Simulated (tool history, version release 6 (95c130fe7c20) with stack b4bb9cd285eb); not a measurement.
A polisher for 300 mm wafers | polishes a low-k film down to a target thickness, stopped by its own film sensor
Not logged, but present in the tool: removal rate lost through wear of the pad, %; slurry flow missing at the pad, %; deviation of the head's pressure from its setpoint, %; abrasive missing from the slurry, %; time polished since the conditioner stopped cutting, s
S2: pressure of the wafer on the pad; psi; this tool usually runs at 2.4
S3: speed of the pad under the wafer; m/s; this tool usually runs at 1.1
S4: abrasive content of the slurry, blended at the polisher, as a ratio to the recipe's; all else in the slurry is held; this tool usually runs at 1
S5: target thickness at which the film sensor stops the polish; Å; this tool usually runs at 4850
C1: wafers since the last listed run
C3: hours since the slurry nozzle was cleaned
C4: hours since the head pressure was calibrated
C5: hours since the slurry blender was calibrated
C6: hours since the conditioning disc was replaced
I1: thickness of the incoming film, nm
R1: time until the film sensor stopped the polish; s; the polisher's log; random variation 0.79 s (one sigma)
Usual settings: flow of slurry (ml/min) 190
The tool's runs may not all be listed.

{"run": 1, "hour": 0.0, "flow of slurry (ml/min)": 190, "S2": 2.4, "S3": 1.1, "S4": 1.1, "S5": 4850, "C1": 0, "wafers polished on this pad": 1949, "C3": 202.9, "C4": 386.3, "C5": 66.7, "C6": 111, "I1": 519.4, "R1": 55}
{"hour": 32.3, "done": "worn pad replaced by a new one"}
{"run": 2, "hour": 32.8, "flow of slurry (ml/min)": 190, "S2": 2.4, "S3": 1.1, "S4": 1, "S5": 4850, "C1": 413, "wafers polished on this pad": 6, "C3": 235.7, "C4": 419.1, "C5": 99.5, "C6": 143.8, "I1": 512.5, "R1": 45.8}
{"run": 3, "hour": 56.2, "flow of slurry (ml/min)": 190, "S2": 2.4, "S3": 1.1, "S4": 1, "S5": 4850, "C1": 335, "wafers polished on this pad": 342, "C3": 259.1, "C4": 442.5, "C5": 122.9, "C6": 167.2, "I1": 517.5, "R1": 53.4}
{"run": 4, "hour": 71.8, "flow of slurry (ml/min)": 190, "S2": 2.4, "S3": 1.1, "S4": 1, "S5": 4850, "C1": 223, "wafers polished on this pad": 566, "C3": 274.7, "C4": 458.1, "C5": 138.5, "C6": 182.8, "I1": 519.8, "R1": 57}
{"hour": 95.6, "done": "conditioning disc replaced and pad reconditioned"}
{"run": 5, "hour": 99.6, "flow of slurry (ml/min)": 190, "S2": 2.4, "S3": 1.1, "S4": 1, "S5": 4850, "C1": 370, "wafers polished on this pad": 937, "C3": 302.5, "C4": 485.9, "C5": 166.3, "C6": 4, "I1": 530, "R1": 72.5}
{"run": 6, "hour": 112.3, "flow of slurry (ml/min)": 190, "S2": 2.4, "S3": 1.1, "S4": 1, "S5": 4850, "C1": 182, "wafers polished on this pad": 1119, "C3": 315.2, "C4": 498.6, "C5": 179, "C6": 16.7, "I1": 518.6, "R1": 54}
{"run": 7, "hour": 146.9, "flow of slurry (ml/min)": 190, "S2": 2.4, "S3": 1.1, "S4": 1, "S5": 4850, "C1": 496, "wafers polished on this pad": 1616, "C3": 349.8, "C4": 533.2, "C5": 213.6, "C6": 51.3, "I1": 526.2, "R1": 66.8}
{"hour": 151.2, "done": "head pressure recalibrated"}
{"run": 8, "hour": 180.3, "flow of slurry (ml/min)": 190, "S2": 2.4, "S3": 0.86, "S4": 1, "S5": 4850, "C1": 450, "wafers polished on this pad": 2066, "C3": 383.2, "C4": 29.1, "C5": 247, "C6": 84.7, "I1": 517.5, "R1": 69.1}
{"run": 9, "hour": 208.9, "flow of slurry (ml/min)": 190, "S2": 2.4, "S3": 1.1, "S4": 1.1, "S5": 4850, "C1": 410, "wafers polished on this pad": 2477, "C3": 411.8, "C4": 57.7, "C5": 275.6, "C6": 113.3, "I1": 515.2, "R1": 51.4}
{"hour": 212.0, "done": "slurry nozzle cleaned"}
{"hour": 216.1, "done": "worn pad replaced by a new one"}
{"run": 10, "hour": 232.7, "flow of slurry (ml/min)": 190, "S2": 1.7, "S3": 1, "S4": 1, "S5": 4850, "C1": 269, "wafers polished on this pad": 237, "C3": 20.7, "C4": 81.5, "C5": 299.4, "C6": 137.1, "I1": 514.5, "R1": 70.5}
{"run": 11, "hour": 248.2, "flow of slurry (ml/min)": 190, "S2": 2.9, "S3": 1.1, "S4": 0.9, "S5": 4750, "C1": 222, "wafers polished on this pad": 460, "C3": 36.2, "C4": 97, "C5": 314.9, "C6": 152.6, "I1": 510.7, "R1": 52.8}
{"hour": 334.0, "done": "conditioning disc replaced and pad reconditioned"}
{"run": 12, "hour": 335.7, "flow of slurry (ml/min)": 150, "S2": 1.8, "S3": 1.24, "S4": 1.1, "S5": 4850, "C1": 1227, "wafers polished on this pad": 1687, "C3": 123.7, "C4": 184.5, "C5": 402.4, "C6": 1.7, "I1": 523.4, "R1": 73.9}
{"run": 13, "hour": 353.5, "flow of slurry (ml/min)": 190, "S2": 1.8, "S3": 1.1, "S4": 0.85, "S5": 4800, "C1": 255, "wafers polished on this pad": 1943, "C3": 141.5, "C4": 202.3, "C5": 420.2, "C6": 19.5, "I1": 516.5, "R1": 84.5}
{"hour": 387.1, "done": "slurry blender recalibrated"}
{"run": 14, "hour": 388.3, "flow of slurry (ml/min)": 190, "S2": 3.2, "S3": 1.1, "S4": 1, "S5": 4890, "C1": 470, "wafers polished on this pad": 2413, "C3": 176.3, "C4": 237.1, "C5": 1.2, "C6": 54.3, "I1": 512.2, "R1": 30.8}
{"run": 15, "hour": 401.0, "flow of slurry (ml/min)": 190, "S2": 3.1, "S3": 1.1, "S4": 1, "S5": 4770, "C1": 182, "wafers polished on this pad": 2596, "C3": 189, "C4": 249.8, "C5": 13.9, "C6": 67, "I1": 518.9, "R1": 57.8}
{"hour": 432.7, "done": "worn pad replaced by a new one"}
{"run": 16, "hour": 434.3, "flow of slurry (ml/min)": 190, "S2": 1.8, "S3": 1.1, "S4": 0.85, "S5": 4800, "C1": 420, "wafers polished on this pad": 23, "C3": 222.3, "C4": 283.1, "C5": 47.2, "C6": 100.3, "I1": 528.7, "R1": 116.1}
{"run": 17, "hour": 450.3, "flow of slurry (ml/min)": 190, "S2": 2.4, "S3": 1.1, "S4": 1, "S5": 4880, "C1": 229, "wafers polished on this pad": 253, "C3": 238.3, "C4": 299.1, "C5": 63.2, "C6": 116.3, "I1": 527.6, "R1": 66.8}
{"run": 18, "hour": 483.5, "flow of slurry (ml/min)": 190, "S2": 2.2, "S3": 0.82, "S4": 0.7, "S5": 4850, "C1": 476, "wafers polished on this pad": 729, "C3": 271.5, "C4": 332.3, "C5": 96.4, "C6": 149.5, "I1": 513.5, "R1": 79.4}
{"run": 19, "hour": 501.2, "flow of slurry (ml/min)": 190, "S2": 2.8, "S3": 1.1, "S4": 1.1, "S5": 4910, "C1": 254, "wafers polished on this pad": 983, "C3": 289.2, "C4": 350, "C5": 114.1, "C6": 167.2, "I1": 519.3, "R1": 40}
{"hour": 566.9, "done": "slurry nozzle cleaned"}
{"hour": 571.8, "done": "conditioning disc replaced and pad reconditioned"}
{"run": 20, "hour": 572.3, "flow of slurry (ml/min)": 190, "S2": 1.7, "S3": 1, "S4": 1, "S5": 4850, "C1": 977, "wafers polished on this pad": 1961, "C3": 5.4, "C4": 421.1, "C5": 185.2, "C6": 0.5, "I1": 521.5, "R1": 82.5}
{"run": 21, "hour": 594.2, "flow of slurry (ml/min)": 145, "S2": 2.4, "S3": 1.32, "S4": 1, "S5": 4730, "C1": 314, "wafers polished on this pad": 2275, "C3": 27.3, "C4": 443, "C5": 207.1, "C6": 22.4, "I1": 524.3, "R1": 71.8}
{"hour": 621.4, "done": "worn pad replaced by a new one"}
{"run": 22, "hour": 679.4, "flow of slurry (ml/min)": 160, "S2": 2.4, "S3": 0.84, "S4": 0.9, "S5": 4920, "C1": 1165, "wafers polished on this pad": 833, "C3": 112.5, "C4": 528.2, "C5": 292.3, "C6": 107.6, "I1": 527, "R1": 72.9}
{"run": 23, "hour": 698.7, "flow of slurry (ml/min)": 235, "S2": 2.4, "S3": 1.1, "S4": 1.1, "S5": 4920, "C1": 277, "wafers polished on this pad": 1110, "C3": 131.8, "C4": 547.5, "C5": 311.6, "C6": 126.9, "I1": 523, "R1": 45.1}
{"hour": 712.1, "done": "head pressure recalibrated"}
{"run": 24, "hour": 725.5, "flow of slurry (ml/min)": 190, "S2": 2.4, "S3": 1.1, "S4": 1, "S5": 4880, "C1": 355, "wafers polished on this pad": 1466, "C3": 158.6, "C4": 13.4, "C5": 338.4, "C6": 153.7, "I1": 520.1, "R1": 54.5}
{"run": 25, "hour": 757.7, "flow of slurry (ml/min)": 190, "S2": 2.1, "S3": 1.1, "S4": 1, "S5": 4850, "C1": 462, "wafers polished on this pad": 1928, "C3": 190.8, "C4": 45.6, "C5": 370.6, "C6": 185.9, "I1": 522, "R1": 71.8}

A few steps of R1 between consecutive runs. Split each: what settings, incoming material and random variation would produce without the hidden state, and what is left over for the hidden state, along with gauge scatter present in only one of the two compared results (measured, and without hidden state):
Run 7 -> 8: S3 1.1 -> 0.86, head pressure recalibrated. R1 +2.3 s: hidden state +5.7, all else -3.4.
Run 13 -> 14: S2 1.8 -> 3.2, S4 0.85 -> 1, S5 4800 -> 4890, slurry blender recalibrated. R1 -53.7 s: hidden state -1.8, all else -51.9.
Run 15 -> 16: S2 3.1 -> 1.8, S4 1 -> 0.85, S5 4770 -> 4800, worn pad replaced by a new one. R1 +58.3 s: hidden state +1.9, all else +56.4.
Run 19 -> 20: S2 2.8 -> 1.7, S3 1.1 -> 1, S4 1.1 -> 1, S5 4910 -> 4850, slurry nozzle cleaned, conditioning disc replaced and pad reconditioned. R1 +42.5 s: hidden state -6, all else +48.5.
